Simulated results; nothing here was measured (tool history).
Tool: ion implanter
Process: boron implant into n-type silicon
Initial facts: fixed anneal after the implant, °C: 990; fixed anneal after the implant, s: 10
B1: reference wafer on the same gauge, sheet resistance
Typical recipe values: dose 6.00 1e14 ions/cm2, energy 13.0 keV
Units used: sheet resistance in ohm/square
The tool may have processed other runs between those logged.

run 1 hour=0.0 | dose=6.00 energy=13.0 | B1=218.88 | sheet_resistance=211.96
run 2 hour=30.3 | dose=6.00 energy=13.0 | B1=219.09 | sheet_resistance=212.75
run 3 hour=57.9 | dose=6.00 energy=10.0 | B1=218.90 | sheet_resistance=217.17
-- hour=77.2 gauge calibrated
run 4 hour=78.0 | dose=5.09 energy=11.0 | B1=219.00 | sheet_resistance=246.28
run 5 hour=131.9 | dose=6.40 energy=14.5 | B1=218.97 | sheet_resistance=202.18
run 6 hour=158.1 | dose=6.00 energy=10.5 | B1=219.01 | sheet_resistance=217.50
run 7 hour=175.5 | dose=6.00 energy=10.5 | B1=219.10 | sheet_resistance=217.73
run 8 hour=188.0 | dose=6.00 energy=10.5 | B1=219.06 | sheet_resistance=217.95
run 9 hour=200.1 | dose=6.00 energy=15.5 | B1=218.92 | sheet_resistance=212.88
run 10 hour=222.1 | dose=6.00 energy=15.5 | B1=218.93 | sheet_resistance=213.44
-- hour=256.5 Faraday cup replaced and dose calibrated
run 11 hour=257.0 | dose=6.00 energy=15.5 | B1=218.98 | sheet_resistance=205.97
run 12 hour=275.3 | dose=6.00 energy=11.0 | B1=218.82 | sheet_resistance=210.70
run 13 hour=300.2 | dose=6.00 energy=11.0 | B1=218.90 | sheet_resistance=211.62
run 14 hour=325.1 | dose=6.00 energy=10.5 | B1=218.90 | sheet_resistance=211.82
run 15 hour=338.9 | dose=6.54 energy=9.0 | B1=219.03 | sheet_resistance=201.53
run 16 hour=360.8 | dose=6.00 energy=16.5 | B1=219.06 | sheet_resistance=205.83
-- hour=388.7 gauge calibrated
run 17 hour=392.6 | dose=5.30 energy=16.5 | B1=219.00 | sheet_resistance=227.28
run 18 hour=410.6 | dose=6.00 energy=13.0 | B1=219.15 | sheet_resistance=207.89
run 19 hour=426.3 | dose=6.00 energy=8.5 | B1=218.97 | sheet_resistance=216.89
-- hour=448.8 extraction supply calibrated
run 20 hour=459.0 | dose=6.00 energy=15.5 | B1=219.09 | sheet_resistance=207.07
run 21 hour=485.4 | dose=7.61 energy=13.0 | B1=218.90 | sheet_resistance=173.79
run 22 hour=501.8 | dose=7.01 energy=10.0 | B1=218.90 | sheet_resistance=190.04
run 23 hour=524.3 | dose=6.71 energy=17.5 | B1=219.12 | sheet_resistance=187.63
run 24 hour=545.1 | dose=7.20 energy=9.0 | B1=218.95 | sheet_resistance=189.07
run 25 hour=570.8 | dose=7.20 energy=17.5 | B1=218.94 | sheet_resistance=177.47
run 26 hour=601.8 | dose=7.26 energy=13.0 | B1=219.09 | sheet_resistance=180.36
run 27 hour=633.3 | dose=7.62 energy=17.5 | B1=218.92 | sheet_resistance=169.82

Consider 5 possible next runs. They are alternatives, not a sequence: every one starts from the tool as it was left by run 27. What does each give?
run A hour=633.7 | dose=6.00 energy=13.0 | B1=? | sheet_resistance=?
run B hour=633.7 | dose=5.27 energy=16.0 | B1=? | sheet_resistance=?
run C hour=633.7 | dose=5.17 energy=15.5 | B1=? | sheet_resistance=?
run D hour=633.7 | dose=6.00 energy=16.0 | B1=? | sheet_resistance=?
run E hour=633.7 | dose=6.50 energy=17.0 | B1=? | sheet_resistance=?

run=A B1=218.92 sheet_resistance=208.66
run=B B1=218.92 sheet_resistance=228.97
run=C B1=218.92 sheet_resistance=232.91
run=D B1=218.92 sheet_resistance=206.27
run=E B1=218.92 sheet_resistance=192.66
The same runs, with their run-to-run variation unchanged, on a tool lacking any hidden condition would have given:
run=A sheet_resistance=207.83
run=B sheet_resistance=228.03
run=C sheet_resistance=231.96
run=D sheet_resistance=205.43
run=E sheet_resistance=191.86
